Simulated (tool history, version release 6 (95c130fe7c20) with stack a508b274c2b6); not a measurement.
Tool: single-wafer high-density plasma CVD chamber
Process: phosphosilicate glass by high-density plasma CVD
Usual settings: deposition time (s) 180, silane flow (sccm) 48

run	hour	deposition time (s)	silane flow (sccm)	read-back reference wafer on the same gauge, thickness_nm	mean film thickness on the monitor wafer (nm)
1	0	169	48	846.514	862.991
2	24.7	180	48	845.757	920.831
3	44.7	180	48	845.975	918.857
4	97.5	180	48	845.163	923.454
5	131.6	156	48	844.534	797.843
6	159.1	156	48	846.81	795.693
7	181.4	180	48	846.433	921.985
8	201.4	180	48	846.884	917.152
9	233.9	180	48	846.124	921.529
10	261.6	180	48	846.995	924.343
11	273.7	180	48	846.581	923.741
12	295.2	180	48	844.846	917.859
13	401.7	180	54	845.27	1032.119
14	434.3	180	54	846.232	1038.8
15	460.6	180	48	845.96	889.64
16	480.9	188	48	847.1	926.833
17	513	188	48	844.776	931.048
18	544.9	180	48	845.792	884.254
19	560.9	146	48	846.281	714.504
20	592.1	161	57	845.741	937.933
21	604.5	199	43	845.967	886.938
22	617	201	55	845.912	1132.333
23	651.1	180	48	845.071	887.865
24	747.9	180	48	845.286	892.317
25	775.2	145	48	845.407	716.234
26	791.3	180	48	845.231	894.12
27	837.5	199	48	845.791	991.472
28	858.4	196	54	846.423	1091.31
29	885.9	190	56	845.675	1101.369
30	910.9	190	56	846.449	1097.604
31	926.5	209	43	846.204	931.148
32	939.6	180	48	846.699	886.598
33	958.4	212	55	846.299	1205.866
34	981.6	199	40	845.27	833.985

Not shown: 2 entries that the log had between the listed runs. Between which runs, and how does the tool's hidden state differ before and after?
Between runs 14 and 15: silane flow controller replaced (hour 448)
  delivered silane flow above the setpoint (%): 5.15 -> 0.706
  measured less the result without the state, mean film thickness on the monitor wafer (nm): +49.199 -> +6.022
Between runs 23 and 24: gauge calibrated (hour 667.6)
  delivered silane flow above the setpoint (%): 1.05 -> 1.22
  measured less the result without the state, mean film thickness on the monitor wafer (nm): +8.877 -> +10.38
